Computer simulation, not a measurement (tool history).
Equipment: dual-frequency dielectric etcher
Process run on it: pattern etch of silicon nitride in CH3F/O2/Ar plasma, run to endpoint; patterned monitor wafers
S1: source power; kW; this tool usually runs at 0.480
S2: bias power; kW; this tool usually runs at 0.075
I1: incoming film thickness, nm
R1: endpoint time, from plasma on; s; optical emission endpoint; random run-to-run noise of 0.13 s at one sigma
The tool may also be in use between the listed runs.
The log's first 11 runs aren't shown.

| run | day | S1 | S2 | I1 | R1 |
|---|---|---|---|---|---|
| 12 | 21.633 | 0.440 | 0.080 | 28.73 | 40.7 |
| 13 | 22.754 | 0.480 | 0.075 | 28.55 | 39.4 |
| 14 | 25.296 | 0.480 | 0.075 | 28.47 | 39.3 |
|  | 27.492 | source power generator calibrated |
| 15 | 27.704 | 0.530 | 0.075 | 28.60 | 36.4 |
|  | 29.129 | wet clean of the chamber |
| 16 | 30.608 | 0.530 | 0.075 | 28.78 | 36.4 |
| 17 | 33.604 | 0.480 | 0.075 | 28.76 | 38.5 |
|  | 35.417 | upper electrode replaced |
| 18 | 35.438 | 0.390 | 0.069 | 28.61 | 45.0 |
| 19 | 36.575 | 0.570 | 0.075 | 28.73 | 35.2 |
| 20 | 37.992 | 0.480 | 0.075 | 28.75 | 38.7 |
| 21 | 39.633 | 0.380 | 0.063 | 28.73 | 47.9 |
| 22 | 42.308 | 0.480 | 0.075 | 28.73 | 38.8 |
| 23 | 45.267 | 0.480 | 0.080 | 28.89 | 37.6 |
|  | 45.946 | bias power generator calibrated |
| 24 | 46.392 | 0.530 | 0.064 | 28.76 | 39.7 |
|  | 48.862 | wet clean of the chamber |
| 25 | 48.904 | 0.480 | 0.075 | 28.35 | 38.8 |
| 26 | 51.592 | 0.410 | 0.090 | 28.67 | 39.8 |
| 27 | 54.338 | 0.560 | 0.060 | 28.58 | 39.2 |
| 28 | 57.275 | 0.450 | 0.069 | 28.44 | 41.9 |
| 29 | 58.942 | 0.480 | 0.064 | 28.38 | 41.5 |
| 30 | 61.517 | 0.480 | 0.075 | 28.69 | 39.4 |
| 31 | 63.329 | 0.520 | 0.081 | 28.72 | 36.4 |
| 32 | 65.888 | 0.420 | 0.089 | 28.90 | 39.6 |

Forecast run 33:
|  | 67.117 | wet clean of the chamber |
| 33 | 68.538 | 0.400 | 0.057 | 28.52 | ? |

R1: 48.8 s
Had the tool carried no hidden state, the very same run would have given R1 48.5 s.

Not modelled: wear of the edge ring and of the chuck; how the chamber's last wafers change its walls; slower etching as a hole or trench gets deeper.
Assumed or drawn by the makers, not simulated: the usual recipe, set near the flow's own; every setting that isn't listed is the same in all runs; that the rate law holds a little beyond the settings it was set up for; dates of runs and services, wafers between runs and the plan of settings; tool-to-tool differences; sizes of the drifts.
